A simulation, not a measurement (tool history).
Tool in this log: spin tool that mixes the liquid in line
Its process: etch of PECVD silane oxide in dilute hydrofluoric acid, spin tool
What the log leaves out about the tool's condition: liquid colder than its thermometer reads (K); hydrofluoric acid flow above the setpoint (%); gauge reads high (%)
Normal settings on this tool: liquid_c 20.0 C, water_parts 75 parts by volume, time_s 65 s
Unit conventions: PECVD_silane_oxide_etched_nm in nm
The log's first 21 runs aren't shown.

| run | hour | liquid_c | water_parts | time_s | wafers since the last listed run | hours since the thermometer was replaced | hours since the hydrofluoric acid flow meter was replaced | hours since the gauge calibration | read-back film thickness of the PECVD silane oxide reference wafer, read on the same gauge (nm) | PECVD_silane_oxide_etched_nm |
|---|---|---|---|---|---|---|---|---|---|---|
|  | 1532.9 | hydrofluoric acid flow meter replaced |
| 22 | 1608.7 | 17.5 | 75 | 65 | 1850 | 1921.8 | 75.8 | 1701.2 | 30.01 | 26.37 |
|  | 1659.0 | gauge calibrated |
|  | 1686.5 | thermometer replaced |
| 23 | 1698.9 | 20.0 | 55 | 95 | 1327 | 12.4 | 166.0 | 39.9 | 30.01 | 60.60 |
| 24 | 1798.1 | 17.0 | 60 | 105 | 1476 | 111.6 | 265.2 | 139.1 | 30.00 | 53.62 |
| 25 | 1896.6 | 20.0 | 75 | 65 | 1466 | 210.1 | 363.7 | 237.6 | 30.01 | 29.96 |
| 26 | 1956.5 | 17.0 | 75 | 65 | 891 | 270.0 | 423.6 | 297.5 | 29.99 | 26.65 |
| 27 | 2063.4 | 20.0 | 40 | 80 | 1591 | 376.9 | 530.5 | 404.4 | 30.00 | 73.34 |
| 28 | 2110.6 | 20.0 | 75 | 65 | 702 | 424.1 | 577.7 | 451.6 | 29.99 | 30.61 |
|  | 2196.1 | hydrofluoric acid flow meter replaced |
| 29 | 2216.4 | 17.0 | 75 | 80 | 1559 | 529.9 | 20.3 | 557.4 | 29.99 | 31.70 |
| 30 | 2269.5 | 20.0 | 75 | 90 | 790 | 583.0 | 73.4 | 610.5 | 30.01 | 40.26 |
| 31 | 2362.9 | 20.0 | 75 | 65 | 1390 | 676.4 | 166.8 | 703.9 | 29.99 | 30.05 |

Here are 3 independent what-if runs from the current tool condition. What would each one return?
| A | 2363.3 | 20.0 | 75 | 65 | 5 | 676.8 | 167.2 | 704.3 | ? | ? |
| B | 2363.3 | 22.5 | 55 | 80 | 5 | 676.8 | 167.2 | 704.3 | ? | ? |
| C | 2363.3 | 24.0 | 45 | 45 | 5 | 676.8 | 167.2 | 704.3 | ? | ? |

| run | read-back film thickness of the PECVD silane oxide reference wafer, read on the same gauge (nm) | PECVD_silane_oxide_etched_nm |
|---|---|---|
| A | 30.00 | 29.92 |
| B | 30.00 | 57.07 |
| C | 30.00 | 42.29 |
Had the tool no hidden state, the same runs would have come out as:
| run | PECVD_silane_oxide_etched_nm |
|---|---|
| A | 29.46 |
| B | 56.22 |
| C | 41.67 |
